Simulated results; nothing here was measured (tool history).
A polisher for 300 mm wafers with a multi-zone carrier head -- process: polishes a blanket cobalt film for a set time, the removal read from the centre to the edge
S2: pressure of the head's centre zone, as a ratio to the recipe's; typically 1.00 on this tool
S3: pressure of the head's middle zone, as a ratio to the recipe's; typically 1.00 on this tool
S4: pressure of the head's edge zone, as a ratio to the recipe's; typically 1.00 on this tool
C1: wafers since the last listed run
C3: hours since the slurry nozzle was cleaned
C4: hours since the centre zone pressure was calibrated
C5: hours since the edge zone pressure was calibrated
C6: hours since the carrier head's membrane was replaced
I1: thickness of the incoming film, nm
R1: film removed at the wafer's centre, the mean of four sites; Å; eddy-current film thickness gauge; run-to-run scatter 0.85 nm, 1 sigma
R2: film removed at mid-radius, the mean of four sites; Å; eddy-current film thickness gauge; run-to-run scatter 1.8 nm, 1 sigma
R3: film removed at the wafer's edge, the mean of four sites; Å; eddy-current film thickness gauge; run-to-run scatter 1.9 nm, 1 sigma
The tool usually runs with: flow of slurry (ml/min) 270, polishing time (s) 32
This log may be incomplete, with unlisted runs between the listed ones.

run 1 hour=0.0 | flow_of_slurry_(ml/min)=270 S2=1.00 S3=1.00 S4=1.00 polishing_time_(s)=32 | C1=0 wafers_polished_on_this_pad=582 C3=33.3 C4=147.7 C5=45.6 C6=351.8 | I1=1344.4 | R1=1197 R2=1236 R3=1238
run 2 hour=34.7 | flow_of_slurry_(ml/min)=270 S2=1.00 S3=1.00 S4=1.00 polishing_time_(s)=32 | C1=261 wafers_polished_on_this_pad=844 C3=68.0 C4=182.4 C5=80.3 C6=386.5 | I1=1325.2 | R1=1171 R2=1185 R3=1164
run 3 hour=63.8 | flow_of_slurry_(ml/min)=270 S2=1.00 S3=1.00 S4=0.93 polishing_time_(s)=32 | C1=219 wafers_polished_on_this_pad=1063 C3=97.1 C4=211.5 C5=109.4 C6=415.6 | I1=1332.0 | R1=1174 R2=1214 R3=1127
-- hour=128.3 worn pad replaced by a new one
run 4 hour=132.4 | flow_of_slurry_(ml/min)=270 S2=1.00 S3=1.00 S4=1.00 polishing_time_(s)=25 | C1=486 wafers_polished_on_this_pad=30 C3=165.7 C4=280.1 C5=178.0 C6=484.2 | I1=1346.8 | R1=972 R2=994 R3=958
run 5 hour=172.4 | flow_of_slurry_(ml/min)=270 S2=1.00 S3=1.00 S4=1.00 polishing_time_(s)=25 | C1=301 wafers_polished_on_this_pad=332 C3=205.7 C4=320.1 C5=218.0 C6=524.2 | I1=1320.7 | R1=953 R2=982 R3=974
run 6 hour=204.4 | flow_of_slurry_(ml/min)=270 S2=1.00 S3=1.00 S4=1.00 polishing_time_(s)=32 | C1=241 wafers_polished_on_this_pad=573 C3=237.7 C4=352.1 C5=250.0 C6=556.2 | I1=1308.6 | R1=1210 R2=1217 R3=1182
run 7 hour=276.0 | flow_of_slurry_(ml/min)=270 S2=1.00 S3=1.00 S4=1.00 polishing_time_(s)=32 | C1=539 wafers_polished_on_this_pad=1112 C3=309.3 C4=423.7 C5=321.6 C6=627.8 | I1=1337.1 | R1=1172 R2=1185 R3=1178
run 8 hour=317.3 | flow_of_slurry_(ml/min)=270 S2=1.00 S3=1.00 S4=1.00 polishing_time_(s)=32 | C1=311 wafers_polished_on_this_pad=1423 C3=350.6 C4=465.0 C5=362.9 C6=669.1 | I1=1329.5 | R1=1141 R2=1178 R3=1156
-- hour=323.8 worn pad replaced by a new one
run 9 hour=345.9 | flow_of_slurry_(ml/min)=270 S2=1.00 S3=1.00 S4=1.00 polishing_time_(s)=32 | C1=185 wafers_polished_on_this_pad=166 C3=379.2 C4=493.6 C5=391.5 C6=697.7 | I1=1341.3 | R1=1235 R2=1283 R3=1219
run 10 hour=380.3 | flow_of_slurry_(ml/min)=270 S2=1.00 S3=1.00 S4=1.00 polishing_time_(s)=32 | C1=259 wafers_polished_on_this_pad=425 C3=413.6 C4=528.0 C5=425.9 C6=732.1 | I1=1325.9 | R1=1208 R2=1241 R3=1241
run 11 hour=404.4 | flow_of_slurry_(ml/min)=270 S2=1.00 S3=1.00 S4=1.00 polishing_time_(s)=37 | C1=181 wafers_polished_on_this_pad=606 C3=437.7 C4=552.1 C5=450.0 C6=756.2 | I1=1316.8 | R1=1393 R2=1396 R3=1367
-- hour=427.7 edge zone pressure recalibrated
run 12 hour=431.1 | flow_of_slurry_(ml/min)=245 S2=1.00 S3=1.00 S4=1.00 polishing_time_(s)=32 | C1=186 wafers_polished_on_this_pad=792 C3=464.4 C4=578.8 C5=3.4 C6=782.9 | I1=1345.4 | R1=1157 R2=1186 R3=1199
run 13 hour=478.9 | flow_of_slurry_(ml/min)=270 S2=1.00 S3=1.00 S4=1.00 polishing_time_(s)=32 | C1=359 wafers_polished_on_this_pad=1152 C3=512.2 C4=626.6 C5=51.2 C6=830.7 | I1=1337.0 | R1=1167 R2=1216 R3=1171
-- hour=500.5 worn pad replaced by a new one
-- hour=501.1 slurry nozzle cleaned
run 14 hour=528.6 | flow_of_slurry_(ml/min)=230 S2=1.00 S3=1.00 S4=1.00 polishing_time_(s)=39 | C1=339 wafers_polished_on_this_pad=207 C3=27.5 C4=676.3 C5=100.9 C6=880.4 | I1=1330.2 | R1=1472 R2=1510 R3=1480
run 15 hour=557.3 | flow_of_slurry_(ml/min)=340 S2=1.04 S3=1.00 S4=1.00 polishing_time_(s)=32 | C1=216 wafers_polished_on_this_pad=423 C3=56.2 C4=705.0 C5=129.6 C6=909.1 | I1=1353.9 | R1=1291 R2=1254 R3=1243
-- hour=603.0 centre zone pressure recalibrated
run 16 hour=610.8 | flow_of_slurry_(ml/min)=270 S2=1.10 S3=1.00 S4=0.89 polishing_time_(s)=26 | C1=387 wafers_polished_on_this_pad=811 C3=109.7 C4=7.8 C5=183.1 C6=962.6 | I1=1329.2 | R1=1058 R2=985 R3=919
run 17 hour=657.7 | flow_of_slurry_(ml/min)=180 S2=0.95 S3=1.07 S4=1.00 polishing_time_(s)=28 | C1=353 wafers_polished_on_this_pad=1164 C3=156.6 C4=54.7 C5=230.0 C6=1009.5 | I1=1306.5 | R1=906 R2=1010 R3=980
-- hour=680.1 worn pad replaced by a new one, of another model than before
run 18 hour=715.1 | flow_of_slurry_(ml/min)=245 S2=1.00 S3=1.00 S4=1.00 polishing_time_(s)=32 | C1=402 wafers_polished_on_this_pad=263 C3=214.0 C4=112.1 C5=287.4 C6=1066.9 | I1=1341.5 | R1=1189 R2=1211 R3=1201
-- hour=725.3 carrier head's membrane replaced by a new one
run 19 hour=778.6 | flow_of_slurry_(ml/min)=270 S2=1.00 S3=1.00 S4=1.00 polishing_time_(s)=32 | C1=440 wafers_polished_on_this_pad=704 C3=277.5 C4=175.6 C5=350.9 C6=53.3 | I1=1338.3 | R1=1195 R2=1209 R3=1159
run 20 hour=813.3 | flow_of_slurry_(ml/min)=270 S2=1.00 S3=1.00 S4=1.00 polishing_time_(s)=32 | C1=261 wafers_polished_on_this_pad=965 C3=312.2 C4=210.3 C5=385.6 C6=88.0 | I1=1349.6 | R1=1159 R2=1185 R3=1150
run 21 hour=882.7 | flow_of_slurry_(ml/min)=190 S2=1.00 S3=1.11 S4=0.94 polishing_time_(s)=39 | C1=522 wafers_polished_on_this_pad=1488 C3=381.6 C4=279.7 C5=455.0 C6=157.4 | I1=1352.0 | R1=1181 R2=1342 R3=1210
-- hour=892.5 worn pad replaced by a new one
-- hour=926.1 edge zone pressure recalibrated
run 22 hour=926.6 | flow_of_slurry_(ml/min)=270 S2=1.05 S3=1.00 S4=1.00 polishing_time_(s)=32 | C1=285 wafers_polished_on_this_pad=241 C3=425.5 C4=323.6 C5=0.5 C6=201.3 | I1=1308.4 | R1=1283 R2=1213 R3=1227

Below are 4 alternative next runs, each starting from the tool's condition after run 22. Predict each:
run A hour=927.0 | flow_of_slurry_(ml/min)=270 S2=1.00 S3=1.00 S4=1.05 polishing_time_(s)=32 | C1=3 wafers_polished_on_this_pad=244 C3=425.9 C4=324.0 C5=0.9 C6=201.7 | I1=1323.5 | R1=? R2=? R3=?
run B hour=927.0 | flow_of_slurry_(ml/min)=335 S2=1.05 S3=1.04 S4=1.00 polishing_time_(s)=42 | C1=3 wafers_polished_on_this_pad=244 C3=425.9 C4=324.0 C5=0.9 C6=201.7 | I1=1323.5 | R1=? R2=? R3=?
run C hour=927.0 | flow_of_slurry_(ml/min)=270 S2=1.00 S3=1.08 S4=1.00 polishing_time_(s)=32 | C1=3 wafers_polished_on_this_pad=244 C3=425.9 C4=324.0 C5=0.9 C6=201.7 | I1=1323.5 | R1=? R2=? R3=?
run D hour=927.0 | flow_of_slurry_(ml/min)=270 S2=1.00 S3=1.00 S4=1.00 polishing_time_(s)=28 | C1=3 wafers_polished_on_this_pad=244 C3=425.9 C4=324.0 C5=0.9 C6=201.7 | I1=1323.5 | R1=? R2=? R3=?

run=A R1=1216 R2=1248 R3=1233
run=B R1=1742 R2=1751 R3=1625
run=C R1=1217 R2=1332 R3=1205
run=D R1=1064 R2=1092 R3=1056
Without the tool's unlogged condition, the same runs would have read:
run=A R1=1239 R2=1271 R3=1255
run=B R1=1774 R2=1784 R3=1655
run=C R1=1239 R2=1357 R3=1227
run=D R1=1084 R2=1112 R3=1075

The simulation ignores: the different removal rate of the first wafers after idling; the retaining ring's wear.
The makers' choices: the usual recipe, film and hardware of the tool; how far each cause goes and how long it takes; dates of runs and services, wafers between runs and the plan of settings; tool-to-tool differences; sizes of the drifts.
